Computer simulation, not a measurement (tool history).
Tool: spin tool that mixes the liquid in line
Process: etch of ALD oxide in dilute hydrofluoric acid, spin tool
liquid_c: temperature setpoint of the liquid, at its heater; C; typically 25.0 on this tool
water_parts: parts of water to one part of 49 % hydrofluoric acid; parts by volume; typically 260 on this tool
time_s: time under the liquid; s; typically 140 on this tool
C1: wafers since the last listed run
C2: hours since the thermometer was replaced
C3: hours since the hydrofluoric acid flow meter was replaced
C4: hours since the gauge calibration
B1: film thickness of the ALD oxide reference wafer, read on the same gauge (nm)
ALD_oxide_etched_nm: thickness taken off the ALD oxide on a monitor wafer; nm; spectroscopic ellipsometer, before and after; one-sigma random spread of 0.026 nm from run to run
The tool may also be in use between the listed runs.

run 1 day=0.000 | liquid_c=25.0 water_parts=185 time_s=140 | C1=0 C2=2428.2 C3=465.9 C4=529.9 | B1=140.02 | ALD_oxide_etched_nm=13.37
run 2 day=1.842 | liquid_c=25.0 water_parts=260 time_s=175 | C1=427 C2=2472.4 C3=510.1 C4=574.1 | B1=140.02 | ALD_oxide_etched_nm=10.94
run 3 day=4.367 | liquid_c=25.0 water_parts=260 time_s=140 | C1=586 C2=2533.0 C3=570.7 C4=634.7 | B1=139.96 | ALD_oxide_etched_nm=8.71
run 4 day=6.333 | liquid_c=25.0 water_parts=260 time_s=140 | C1=457 C2=2580.2 C3=617.9 C4=681.9 | B1=140.00 | ALD_oxide_etched_nm=8.80
-- day=7.725 thermometer replaced
run 5 day=8.354 | liquid_c=25.0 water_parts=260 time_s=140 | C1=459 C2=15.1 C3=666.4 C4=730.4 | B1=139.98 | ALD_oxide_etched_nm=8.48
run 6 day=10.688 | liquid_c=22.0 water_parts=310 time_s=140 | C1=542 C2=71.1 C3=722.4 C4=786.4 | B1=140.03 | ALD_oxide_etched_nm=6.13
run 7 day=13.521 | liquid_c=22.0 water_parts=310 time_s=140 | C1=658 C2=139.1 C3=790.4 C4=854.4 | B1=140.03 | ALD_oxide_etched_nm=6.13
-- day=15.158 hydrofluoric acid flow meter replaced
run 8 day=21.438 | liquid_c=22.0 water_parts=310 time_s=140 | C1=1829 C2=329.1 C3=150.7 C4=1044.4 | B1=139.98 | ALD_oxide_etched_nm=6.00
run 9 day=22.462 | liquid_c=28.0 water_parts=260 time_s=90 | C1=238 C2=353.7 C3=175.3 C4=1069.0 | B1=140.01 | ALD_oxide_etched_nm=5.98
run 10 day=23.483 | liquid_c=25.0 water_parts=310 time_s=140 | C1=237 C2=378.2 C3=199.8 C4=1093.5 | B1=139.99 | ALD_oxide_etched_nm=6.70
run 11 day=24.762 | liquid_c=25.0 water_parts=310 time_s=140 | C1=297 C2=408.9 C3=230.5 C4=1124.2 | B1=140.01 | ALD_oxide_etched_nm=6.69
run 12 day=27.138 | liquid_c=26.5 water_parts=260 time_s=75 | C1=551 C2=465.9 C3=287.5 C4=1181.2 | B1=140.02 | ALD_oxide_etched_nm=4.74
-- day=27.821 gauge calibrated
run 13 day=28.275 | liquid_c=25.0 water_parts=310 time_s=140 | C1=264 C2=493.2 C3=314.8 C4=10.9 | B1=140.01 | ALD_oxide_etched_nm=6.73
run 14 day=31.229 | liquid_c=27.5 water_parts=210 time_s=75 | C1=686 C2=564.1 C3=385.7 C4=81.8 | B1=140.00 | ALD_oxide_etched_nm=6.49
run 15 day=32.846 | liquid_c=27.5 water_parts=260 time_s=140 | C1=375 C2=602.9 C3=424.5 C4=120.6 | B1=140.02 | ALD_oxide_etched_nm=9.29
run 16 day=35.096 | liquid_c=25.0 water_parts=260 time_s=140 | C1=522 C2=656.9 C3=478.5 C4=174.6 | B1=139.98 | ALD_oxide_etched_nm=8.49
run 17 day=36.817 | liquid_c=25.0 water_parts=260 time_s=140 | C1=399 C2=698.2 C3=519.8 C4=215.9 | B1=140.00 | ALD_oxide_etched_nm=8.57
run 18 day=39.788 | liquid_c=23.5 water_parts=390 time_s=65 | C1=690 C2=769.5 C3=591.1 C4=287.2 | B1=140.01 | ALD_oxide_etched_nm=2.20
run 19 day=41.983 | liquid_c=28.0 water_parts=260 time_s=110 | C1=510 C2=822.2 C3=643.8 C4=339.9 | B1=139.98 | ALD_oxide_etched_nm=7.45
run 20 day=43.392 | liquid_c=25.0 water_parts=185 time_s=140 | C1=327 C2=856.0 C3=677.6 C4=373.7 | B1=140.01 | ALD_oxide_etched_nm=13.07
run 21 day=44.467 | liquid_c=22.0 water_parts=260 time_s=195 | C1=249 C2=881.8 C3=703.4 C4=399.5 | B1=140.00 | ALD_oxide_etched_nm=10.75
run 22 day=45.808 | liquid_c=25.0 water_parts=320 time_s=140 | C1=311 C2=914.0 C3=735.6 C4=431.7 | B1=140.02 | ALD_oxide_etched_nm=6.61
-- day=47.567 hydrofluoric acid flow meter replaced
run 23 day=48.483 | liquid_c=21.5 water_parts=260 time_s=140 | C1=611 C2=978.2 C3=22.0 C4=495.9 | B1=140.01 | ALD_oxide_etched_nm=7.45
run 24 day=49.742 | liquid_c=25.0 water_parts=260 time_s=140 | C1=292 C2=1008.4 C3=52.2 C4=526.1 | B1=139.97 | ALD_oxide_etched_nm=8.47
run 25 day=52.508 | liquid_c=25.0 water_parts=260 time_s=140 | C1=642 C2=1074.8 C3=118.6 C4=592.5 | B1=140.01 | ALD_oxide_etched_nm=8.45
run 26 day=53.992 | liquid_c=25.0 water_parts=260 time_s=165 | C1=344 C2=1110.4 C3=154.2 C4=628.1 | B1=140.00 | ALD_oxide_etched_nm=10.05
run 27 day=57.442 | liquid_c=22.0 water_parts=360 time_s=140 | C1=801 C2=1193.2 C3=237.0 C4=710.9 | B1=139.99 | ALD_oxide_etched_nm=5.04
run 28 day=59.608 | liquid_c=25.0 water_parts=260 time_s=140 | C1=503 C2=1245.2 C3=289.0 C4=762.9 | B1=140.00 | ALD_oxide_etched_nm=8.53
run 29 day=60.750 | liquid_c=29.5 water_parts=390 time_s=110 | C1=265 C2=1272.6 C3=316.4 C4=790.3 | B1=140.01 | ALD_oxide_etched_nm=4.55
run 30 day=62.117 | liquid_c=25.0 water_parts=260 time_s=140 | C1=317 C2=1305.4 C3=349.2 C4=823.1 | B1=139.99 | ALD_oxide_etched_nm=8.56
run 31 day=65.067 | liquid_c=25.0 water_parts=190 time_s=140 | C1=685 C2=1376.2 C3=420.0 C4=893.9 | B1=140.02 | ALD_oxide_etched_nm=12.60
run 32 day=68.504 | liquid_c=28.0 water_parts=150 time_s=225 | C1=798 C2=1458.7 C3=502.5 C4=976.4 | B1=139.98 | ALD_oxide_etched_nm=30.37
run 33 day=70.492 | liquid_c=25.0 water_parts=330 time_s=65 | C1=461 C2=1506.4 C3=550.2 C4=1024.1 | B1=140.03 | ALD_oxide_etched_nm=2.93

For each run, what was the tool's unlogged condition?
gauge reads high (%): 0 across all the runs
H1: liquid hotter than its thermometer reads (K)
H2: hydrofluoric acid flow above the setpoint (%)
run=1 H1=0.998 H2=1.28
run=2 H1=1.01 H2=1.39
run=3 H1=1.03 H2=1.55
run=4 H1=1.05 H2=1.67
run=5 H1=0.0447 H2=1.79
run=6 H1=0.0642 H2=1.93
run=7 H1=0.0878 H2=2.1
run=8 H1=0.154 H2=0.512
run=9 H1=0.163 H2=0.574
run=10 H1=0.171 H2=0.636
run=11 H1=0.182 H2=0.714
run=12 H1=0.202 H2=0.858
run=13 H1=0.211 H2=0.927
run=14 H1=0.236 H2=1.11
run=15 H1=0.249 H2=1.2
run=16 H1=0.268 H2=1.34
run=17 H1=0.282 H2=1.45
run=18 H1=0.307 H2=1.63
run=19 H1=0.326 H2=1.76
run=20 H1=0.337 H2=1.84
run=21 H1=0.346 H2=1.91
run=22 H1=0.358 H2=1.99
run=23 H1=0.38 H2=0.516
run=24 H1=0.39 H2=0.592
run=25 H1=0.414 H2=0.76
run=26 H1=0.426 H2=0.85
run=27 H1=0.455 H2=1.06
run=28 H1=0.473 H2=1.19
run=29 H1=0.482 H2=1.26
run=30 H1=0.494 H2=1.34
run=31 H1=0.519 H2=1.52
run=32 H1=0.547 H2=1.73
run=33 H1=0.564 H2=1.85

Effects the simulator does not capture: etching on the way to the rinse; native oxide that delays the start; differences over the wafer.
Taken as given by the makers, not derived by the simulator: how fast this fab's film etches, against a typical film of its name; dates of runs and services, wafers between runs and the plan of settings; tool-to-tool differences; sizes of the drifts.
